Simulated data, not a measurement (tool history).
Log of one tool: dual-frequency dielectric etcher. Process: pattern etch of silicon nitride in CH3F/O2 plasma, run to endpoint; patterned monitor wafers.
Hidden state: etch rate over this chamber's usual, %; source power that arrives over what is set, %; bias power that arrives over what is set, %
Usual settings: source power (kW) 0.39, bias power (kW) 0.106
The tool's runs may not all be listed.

| run | hour | source power (kW) | bias power (kW) | wafers since the last listed run | hours since the last wet clean | hours since the last source power generator calibration | hours since the last bias power generator calibration | hours since the last upper electrode change | incoming incoming film thickness, nm | endpoint time (s) |
|---|---|---|---|---|---|---|---|---|---|---|
| 1 | 0 | 0.39 | 0.09 | 0 | 301.2 | 1840 | 1556.8 | 3753.1 | 59.7 | 59.4 |
| 2 | 25.8 | 0.39 | 0.09 | 221 | 327 | 1865.8 | 1582.6 | 3778.9 | 58.8 | 59.6 |
| 3 | 51 | 0.39 | 0.092 | 216 | 352.2 | 1891 | 1607.8 | 3804.1 | 59.4 | 58.9 |
|  | 107 | wet clean of the chamber |
| 4 | 109.2 | 0.39 | 0.092 | 293 | 2.2 | 1949.2 | 1666 | 3862.3 | 59.7 | 58.8 |
| 5 | 176.5 | 0.39 | 0.092 | 576 | 69.5 | 2016.5 | 1733.3 | 3929.6 | 60 | 59.3 |
| 6 | 242.4 | 0.39 | 0.106 | 564 | 135.4 | 2082.4 | 1799.2 | 3995.5 | 59.8 | 57.1 |
| 7 | 303.8 | 0.39 | 0.106 | 526 | 196.8 | 2143.8 | 1860.6 | 4056.9 | 60.3 | 58.1 |
| 8 | 374.2 | 0.39 | 0.106 | 603 | 267.2 | 2214.2 | 1931 | 4127.3 | 59.5 | 57.8 |
| 9 | 413.8 | 0.39 | 0.106 | 339 | 306.8 | 2253.8 | 1970.6 | 4166.9 | 59.4 | 58.3 |
| 10 | 484 | 0.39 | 0.125 | 601 | 377 | 2324 | 2040.8 | 4237.1 | 60 | 57 |
|  | 570.8 | wet clean of the chamber |
| 11 | 571.3 | 0.39 | 0.125 | 542 | 0.5 | 2411.3 | 2128.1 | 4324.4 | 60.1 | 56 |
| 12 | 613.8 | 0.39 | 0.098 | 364 | 43 | 2453.8 | 2170.6 | 4366.9 | 59.3 | 58.1 |
| 13 | 656.6 | 0.39 | 0.098 | 366 | 85.8 | 2496.6 | 2213.4 | 4409.7 | 59.9 | 58.1 |
| 14 | 712.1 | 0.39 | 0.106 | 475 | 141.3 | 2552.1 | 2268.9 | 4465.2 | 58.9 | 56.8 |
| 15 | 764.2 | 0.39 | 0.106 | 446 | 193.4 | 2604.2 | 2321 | 4517.3 | 59.7 | 58.1 |
| 16 | 791.7 | 0.39 | 0.106 | 235 | 220.9 | 2631.7 | 2348.5 | 4544.8 | 59.2 | 57 |
|  | 833.5 | upper electrode replaced, of another model than before |
| 17 | 834 | 0.39 | 0.106 | 156 | 263.2 | 2674 | 2390.8 | 0.5 | 58.7 | 57.2 |
|  | 851.6 | bias power generator calibrated |
| 18 | 886.6 | 0.39 | 0.106 | 416 | 315.8 | 2726.6 | 35 | 53.1 | 59.7 | 57.5 |
| 19 | 954.2 | 0.47 | 0.106 | 579 | 383.4 | 2794.2 | 102.6 | 120.7 | 60.1 | 54.2 |
| 20 | 995.6 | 0.36 | 0.092 | 354 | 424.8 | 2835.6 | 144 | 162.1 | 60 | 63.4 |
| 21 | 1058.8 | 0.42 | 0.118 | 541 | 488 | 2898.8 | 207.2 | 225.3 | 59.6 | 55.1 |
|  | 1084.9 | source power generator calibrated |
|  | 1095.9 | wet clean of the chamber |
| 22 | 1096.4 | 0.39 | 0.123 | 193 | 0.5 | 11.5 | 244.8 | 262.9 | 59.5 | 54.2 |
| 23 | 1112.3 | 0.32 | 0.126 | 136 | 16.4 | 27.4 | 260.7 | 278.8 | 59.9 | 59.7 |
| 24 | 1156 | 0.3 | 0.126 | 374 | 60.1 | 71.1 | 304.4 | 322.5 | 59.9 | 62.7 |
| 25 | 1198.4 | 0.39 | 0.106 | 363 | 102.5 | 113.5 | 346.8 | 364.9 | 59.6 | 57.8 |
| 26 | 1249.9 | 0.45 | 0.092 | 441 | 154 | 165 | 398.3 | 416.4 | 59.6 | 56.5 |
| 27 | 1310.8 | 0.39 | 0.106 | 522 | 214.9 | 225.9 | 459.2 | 477.3 | 59.6 | 57.8 |
| 28 | 1357.4 | 0.45 | 0.097 | 399 | 261.5 | 272.5 | 505.8 | 523.9 | 59.8 | 55.9 |
| 29 | 1389.8 | 0.35 | 0.113 | 277 | 293.9 | 304.9 | 538.2 | 556.3 | 59.3 | 60.5 |
| 30 | 1454.9 | 0.39 | 0.09 | 558 | 359 | 370 | 603.3 | 621.4 | 59.4 | 61.8 |
| 31 | 1483.2 | 0.39 | 0.106 | 242 | 387.3 | 398.3 | 631.6 | 649.7 | 59.3 | 57.9 |
| 32 | 1517.8 | 0.39 | 0.106 | 296 | 421.9 | 432.9 | 666.2 | 684.3 | 58.6 | 57.4 |
| 33 | 1542.9 | 0.43 | 0.091 | 215 | 447 | 458 | 691.3 | 709.4 | 59.9 | 60.2 |
|  | 1597.2 | wet clean of the chamber |
| 34 | 1597.7 | 0.39 | 0.106 | 264 | 0.5 | 512.8 | 746.1 | 764.2 | 58.9 | 56.1 |
| 35 | 1710.1 | 0.39 | 0.106 | 963 | 112.9 | 625.2 | 858.5 | 876.6 | 59.4 | 57.2 |

Run 36 comes next. What will it give?
| 36 | 1767.5 | 0.32 | 0.106 | 492 | 170.3 | 682.6 | 915.9 | 934 | 59.3 | ? |

{"run 36": {"endpoint time (s)": 63.6}}
Without the tool's hidden state the same run would have given endpoint time (s) 62.7.
